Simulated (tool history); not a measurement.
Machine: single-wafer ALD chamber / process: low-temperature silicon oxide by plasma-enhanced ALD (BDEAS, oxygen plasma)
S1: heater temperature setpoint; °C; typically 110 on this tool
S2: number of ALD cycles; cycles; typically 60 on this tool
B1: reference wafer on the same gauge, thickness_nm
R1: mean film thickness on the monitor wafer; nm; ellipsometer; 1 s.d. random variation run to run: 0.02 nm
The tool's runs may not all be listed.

run	hour	S1	S2	B1	R1
1	0.0	120	60	9.451	7.881
2	49.1	120	60	9.449	7.842
3	122.7	120	60	9.453	7.880
4	211.2	99	64	9.458	8.675
5	397.9	110	55	9.439	7.319
6	494.5	110	60	9.453	7.977
7	744.7	110	60	9.447	7.973
8	782.3	110	60	9.447	7.944
9	824.4	110	60	9.447	7.914
10	867.6	110	60	9.446	7.973
11	918.8	110	60	9.453	7.937
12	959.0	110	60	9.454	7.987
13	1025.6	110	60	9.451	7.913
14	1116.8	110	60	9.445	7.903
15	1178.1	110	60	9.458	7.956
16	1260.3	110	60	9.449	7.924
17	1362.0	110	54	9.437	7.140
18	1434.7	110	54	9.452	7.179
19	1497.9	120	56	9.450	7.275
20	1604.5	120	56	9.445	7.235
# hour 1624.4: thermocouple changed; heater temperature recalibrated
21	1642.9	116	66	9.432	8.692
22	1722.7	110	70	9.454	9.319
23	1766.1	104	66	9.450	8.934
24	1852.3	100	68	9.442	9.222
25	1893.6	105	51	9.448	6.885
26	1943.8	119	65	9.460	8.542
27	2136.3	110	69	9.458	9.229

Forecast run 28:
28	2239.6	110	60	?	?

{"run 28": {"B1": 9.441, "R1": 7.992}}
With no hidden state in the tool, this same run would have given R1 8.010 nm.
